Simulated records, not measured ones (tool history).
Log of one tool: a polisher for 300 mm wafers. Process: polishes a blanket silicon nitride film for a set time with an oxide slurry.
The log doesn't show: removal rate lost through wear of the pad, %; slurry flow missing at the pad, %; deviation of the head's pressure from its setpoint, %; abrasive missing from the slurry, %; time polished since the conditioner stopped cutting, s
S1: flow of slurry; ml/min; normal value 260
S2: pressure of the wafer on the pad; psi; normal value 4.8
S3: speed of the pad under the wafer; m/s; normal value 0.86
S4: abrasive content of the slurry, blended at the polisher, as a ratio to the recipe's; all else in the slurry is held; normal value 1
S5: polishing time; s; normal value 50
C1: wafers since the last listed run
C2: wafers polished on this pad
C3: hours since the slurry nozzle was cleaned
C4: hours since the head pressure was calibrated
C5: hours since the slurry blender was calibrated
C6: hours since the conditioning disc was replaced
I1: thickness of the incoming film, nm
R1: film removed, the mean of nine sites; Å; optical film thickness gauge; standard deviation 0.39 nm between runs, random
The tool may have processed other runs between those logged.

Run 1, day 0: usual settings but S1 200 ml/min; C1 0; C2 985; C3 87.7; C4 358.6; C5 91.5; C6 28.6; I1 450.4. Result: R1 361 Å.
Run 2, day 0.354: usual settings but S1 200 ml/min; C1 99; C2 1085; C3 96.2; C4 367.1; C5 100; C6 37.1; I1 452.5. Result: R1 361 Å.
Run 3, day 0.804: usual settings but S1 200 ml/min; C1 126; C2 1211; C3 107; C4 377.9; C5 110.8; C6 47.9; I1 448.1. Result: R1 355 Å.
Run 4, day 1.208: usual settings; C1 113; C2 1325; C3 116.7; C4 387.6; C5 120.5; C6 57.6; I1 444.5. Result: R1 370 Å.
At day 1.55: worn pad replaced by a new one.
Run 5, day 1.812: usual settings; C1 122; C2 73; C3 131.2; C4 402.1; C5 135; C6 72.1; I1 457.1. Result: R1 396 Å.
Run 6, day 2.392: usual settings but S3 1 m/s; C1 162; C2 236; C3 145.1; C4 416; C5 148.9; C6 86; I1 451.1. Result: R1 437 Å.
Run 7, day 2.679: usual settings but S3 0.7 m/s; C1 80; C2 316; C3 152; C4 422.9; C5 155.8; C6 92.9; I1 443.5. Result: R1 337 Å.
Run 8, day 3.367: usual settings but S3 0.7 m/s; C1 193; C2 510; C3 168.5; C4 439.4; C5 172.3; C6 109.4; I1 450.6. Result: R1 331 Å.
Run 9, day 3.729: usual settings but S3 0.7 m/s; C1 101; C2 611; C3 177.2; C4 448.1; C5 181; C6 118.1; I1 448.5. Result: R1 332 Å.
Run 10, day 4.225: usual settings but S1 190 ml/min; C1 139; C2 751; C3 189.1; C4 460; C5 192.9; C6 130; I1 451.6. Result: R1 365 Å.
Run 11, day 4.588: usual settings but S1 190 ml/min; C1 101; C2 852; C3 197.8; C4 468.7; C5 201.6; C6 138.7; I1 457.3. Result: R1 361 Å.
Run 12, day 5.15: usual settings but S1 320 ml/min, S2 4.3 psi; C1 157; C2 1010; C3 211.3; C4 482.2; C5 215.1; C6 152.2; I1 451.3. Result: R1 342 Å.
Run 13, day 5.696: usual settings but S2 5.5 psi; C1 153; C2 1164; C3 224.4; C4 495.3; C5 228.2; C6 165.3; I1 443.1. Result: R1 423 Å.
Run 14, day 5.979: usual settings but S2 4 psi, S5 38 s; C1 79; C2 1243; C3 231.2; C4 502.1; C5 235; C6 172.1; I1 443.5. Result: R1 231 Å.
At day 6.867: worn pad replaced by a new one, of another model than before.
At day 7.021: slurry blender recalibrated.
At day 7.208: slurry nozzle cleaned.
Run 15, day 7.667: usual settings; C1 392; C2 190; C3 11; C4 542.6; C5 15.5; C6 212.6; I1 460.4. Result: R1 388 Å.
At day 7.771: conditioning disc replaced and pad reconditioned.
Run 16, day 8.392: usual settings but S3 0.72 m/s; C1 180; C2 370; C3 28.4; C4 560; C5 32.9; C6 14.9; I1 454.3. Result: R1 330 Å.
Run 17, day 8.662: usual settings but S1 325 ml/min, S2 4.1 psi, S4 1.2, S5 68 s; C1 76; C2 446; C3 34.9; C4 566.5; C5 39.4; C6 21.4; I1 455.1. Result: R1 540 Å.
At day 9.021: head pressure recalibrated.
Run 18, day 9.358: usual settings but S1 225 ml/min, S3 0.98 m/s, S4 0.9; C1 172; C2 618; C3 51.6; C4 8.1; C5 56.1; C6 38.1; I1 445.3. Result: R1 388 Å.
Run 19, day 10.058: usual settings but S3 0.64 m/s, S5 34 s; C1 196; C2 814; C3 68.4; C4 24.9; C5 72.9; C6 54.9; I1 442.9. Result: R1 189 Å.
Run 20, day 10.696: usual settings but S2 5.6 psi, S4 0.85, S5 43 s; C1 179; C2 994; C3 83.7; C4 40.2; C5 88.2; C6 70.2; I1 448.4. Result: R1 323 Å.
Run 21, day 11.083: usual settings; C1 108; C2 1102; C3 93; C4 49.5; C5 97.5; C6 79.5; I1 455. Result: R1 371 Å.
Run 22, day 11.421: usual settings; C1 94; C2 1197; C3 101.1; C4 57.6; C5 105.6; C6 87.6; I1 453. Result: R1 367 Å.

What differs in the tool's unlogged condition from the final listed run ahead of each entry between runs to the first listed run following it?
Between runs 4 and 5: worn pad replaced by a new one (day 1.55)
  removal rate lost through wear of the pad, %: 8.74 -> 0.916
  measured result minus the result with no hidden state, R1: -35 -> -4 Å
Between runs 14 and 15: worn pad replaced by a new one, of another model than before (day 6.867); slurry blender recalibrated (day 7.021); slurry nozzle cleaned (day 7.208)
  removal rate lost through wear of the pad, %: 8.28 -> 1.75
  measured result minus the result with no hidden state, R1: -21 -> -7 Å
Between runs 15 and 16: conditioning disc replaced and pad reconditioned (day 7.771)
  removal rate lost through wear of the pad, %: 1.75 -> 3.03
  measured result minus the result with no hidden state, R1: -7 -> -10 Å
Between runs 17 and 18: head pressure recalibrated (day 9.021)
  removal rate lost through wear of the pad, %: 3.51 -> 4.74
  measured result minus the result with no hidden state, R1: -19 -> -20 Å
